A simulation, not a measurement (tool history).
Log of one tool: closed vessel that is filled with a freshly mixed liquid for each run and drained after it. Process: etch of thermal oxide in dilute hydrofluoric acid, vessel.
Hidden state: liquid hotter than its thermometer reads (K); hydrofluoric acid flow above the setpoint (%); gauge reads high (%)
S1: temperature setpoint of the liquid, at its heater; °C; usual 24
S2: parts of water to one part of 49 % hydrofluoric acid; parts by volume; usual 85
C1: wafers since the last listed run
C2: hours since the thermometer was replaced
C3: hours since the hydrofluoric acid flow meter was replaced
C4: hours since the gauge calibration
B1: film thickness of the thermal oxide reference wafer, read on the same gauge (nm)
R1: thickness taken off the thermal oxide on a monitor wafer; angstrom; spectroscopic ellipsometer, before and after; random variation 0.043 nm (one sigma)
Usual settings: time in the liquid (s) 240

Run 1, hour 0: usual settings; C1 0; C2 221.8; C3 763; C4 925.2; B1 110.01. Result: R1 122.5 angstrom.
Run 2, hour 62: usual settings; C1 6238; C2 283.8; C3 825; C4 987.2; B1 109.99. Result: R1 123.1 angstrom.
Run 3, hour 112.1: usual settings; C1 5041; C2 333.9; C3 875.1; C4 1037.3; B1 110.02. Result: R1 122.8 angstrom.
Run 4, hour 171.1: usual settings; C1 5936; C2 392.9; C3 934.1; C4 1096.3; B1 110.01. Result: R1 123.4 angstrom.
Run 5, hour 198.9: usual settings; C1 2797; C2 420.7; C3 961.9; C4 1124.1; B1 109.98. Result: R1 123.2 angstrom.
Run 6, hour 253.9: usual settings; C1 5534; C2 475.7; C3 1016.9; C4 1179.1; B1 109.99. Result: R1 122.8 angstrom.
Run 7, hour 308: usual settings but S2 70 parts by volume, time in the liquid (s) 130; C1 5443; C2 529.8; C3 1071; C4 1233.2; B1 110.01. Result: R1 83.1 angstrom.
Run 8, hour 348.4: usual settings but S2 60 parts by volume, time in the liquid (s) 140; C1 4065; C2 570.2; C3 1111.4; C4 1273.6; B1 110. Result: R1 105.2 angstrom.
Run 9, hour 393.4: usual settings but S2 115 parts by volume; C1 4527; C2 615.2; C3 1156.4; C4 1318.6; B1 110.01. Result: R1 88 angstrom.
Run 10, hour 425.7: usual settings but S2 115 parts by volume; C1 3250; C2 647.5; C3 1188.7; C4 1350.9; B1 110. Result: R1 87.7 angstrom.
Run 11, hour 494.8: usual settings but S2 115 parts by volume; C1 6952; C2 716.6; C3 1257.8; C4 1420; B1 110. Result: R1 88.5 angstrom.
Run 12, hour 538.6: usual settings; C1 4407; C2 760.4; C3 1301.6; C4 1463.8; B1 110. Result: R1 123.3 angstrom.
Run 13, hour 654.8: usual settings; C1 11692; C2 876.6; C3 1417.8; C4 1580; B1 110. Result: R1 124 angstrom.
At hour 686.4: hydrofluoric acid flow meter replaced.
Run 14, hour 723.7: usual settings but S2 105 parts by volume, time in the liquid (s) 355; C1 6832; C2 945.5; C3 37.3; C4 1648.9; B1 110.02. Result: R1 142 angstrom.
Run 15, hour 759.5: usual settings but S2 105 parts by volume, time in the liquid (s) 355; C1 3602; C2 981.3; C3 73.1; C4 1684.7; B1 109.99. Result: R1 141.6 angstrom.
At hour 799.5: gauge calibrated.
Run 16, hour 821.8: usual settings but S2 105 parts by volume, time in the liquid (s) 355; C1 6268; C2 1043.6; C3 135.4; C4 22.3; B1 110.03. Result: R1 141.6 angstrom.
Run 17, hour 888.3: usual settings; C1 6691; C2 1110.1; C3 201.9; C4 88.8; B1 110. Result: R1 121.7 angstrom.
Run 18, hour 945.3: usual settings but S2 65 parts by volume, time in the liquid (s) 350; C1 5735; C2 1167.1; C3 258.9; C4 145.8; B1 110. Result: R1 238.3 angstrom.
Run 19, hour 1001.1: usual settings but S1 26.5 °C; C1 5614; C2 1222.9; C3 314.7; C4 201.6; B1 110.01. Result: R1 134.5 angstrom.
Run 20, hour 1038.4: usual settings but S1 21.5 °C; C1 3753; C2 1260.2; C3 352; C4 238.9; B1 110.02. Result: R1 110.9 angstrom.
Run 21, hour 1072.7: usual settings but time in the liquid (s) 335; C1 3451; C2 1294.5; C3 386.3; C4 273.2; B1 110.01. Result: R1 170.8 angstrom.
Run 22, hour 1112.3: usual settings but S1 19 °C, S2 105 parts by volume, time in the liquid (s) 155; C1 3984; C2 1334.1; C3 425.9; C4 312.8; B1 109.99. Result: R1 50.8 angstrom.
Run 23, hour 1143.9: usual settings; C1 3179; C2 1365.7; C3 457.5; C4 344.4; B1 109.99. Result: R1 121.5 angstrom.
At hour 1150.2: thermometer replaced.
Run 24, hour 1193.6: usual settings; C1 4900; C2 43.4; C3 507.2; C4 394.1; B1 110. Result: R1 122.3 angstrom.
Run 25, hour 1239.6: usual settings; C1 4628; C2 89.4; C3 553.2; C4 440.1; B1 110. Result: R1 122.5 angstrom.
Run 26, hour 1282.8: usual settings; C1 4346; C2 132.6; C3 596.4; C4 483.3; B1 109.99. Result: R1 121.7 angstrom.
Run 27, hour 1495.4: usual settings; C1 21391; C2 345.2; C3 809; C4 695.9; B1 110.02. Result: R1 122.8 angstrom.
Run 28, hour 1550.1: usual settings but S1 22 °C; C1 5503; C2 399.9; C3 863.7; C4 750.6; B1 110.01. Result: R1 113.6 angstrom.
Run 29, hour 1579.7: usual settings but S1 19.5 °C, S2 45 parts by volume, time in the liquid (s) 155; C1 2978; C2 429.5; C3 893.3; C4 780.2; B1 110. Result: R1 130.5 angstrom.
Run 30, hour 1619: usual settings but S2 100 parts by volume; C1 3954; C2 468.8; C3 932.6; C4 819.5; B1 109.99. Result: R1 102.4 angstrom.
Run 31, hour 1644: usual settings but S1 19.5 °C, S2 95 parts by volume; C1 2515; C2 493.8; C3 957.6; C4 844.5; B1 110. Result: R1 90.2 angstrom.
Run 32, hour 1683.9: usual settings but S2 105 parts by volume; C1 4014; C2 533.7; C3 997.5; C4 884.4; B1 110.01. Result: R1 97.3 angstrom.
Run 33, hour 1709.4: usual settings but S1 21 °C, S2 105 parts by volume, time in the liquid (s) 150; C1 2565; C2 559.2; C3 1023; C4 909.9; B1 109.99. Result: R1 54.2 angstrom.

The tool's hidden state at each run:
liquid hotter than its thermometer reads (K): 0 in every run
gauge reads high (%): 0 in every run
H1: hydrofluoric acid flow above the setpoint (%)
run     H1
  1   1.25
  2   1.34
  3   1.42
  4   1.51
  5   1.55
  6   1.63
  7   1.71
  8   1.77
  9   1.84
 10   1.89
 11   1.99
 12   2.06
 13   2.23
 14  0.196
 15   0.25
 16  0.344
 17  0.444
 18  0.529
 19  0.613
 20  0.669
 21   0.72
 22   0.78
 23  0.827
 24  0.902
 25  0.971
 26   1.04
 27   1.36
 28   1.44
 29   1.48
 30   1.54
 31   1.58
 32   1.64
 33   1.68
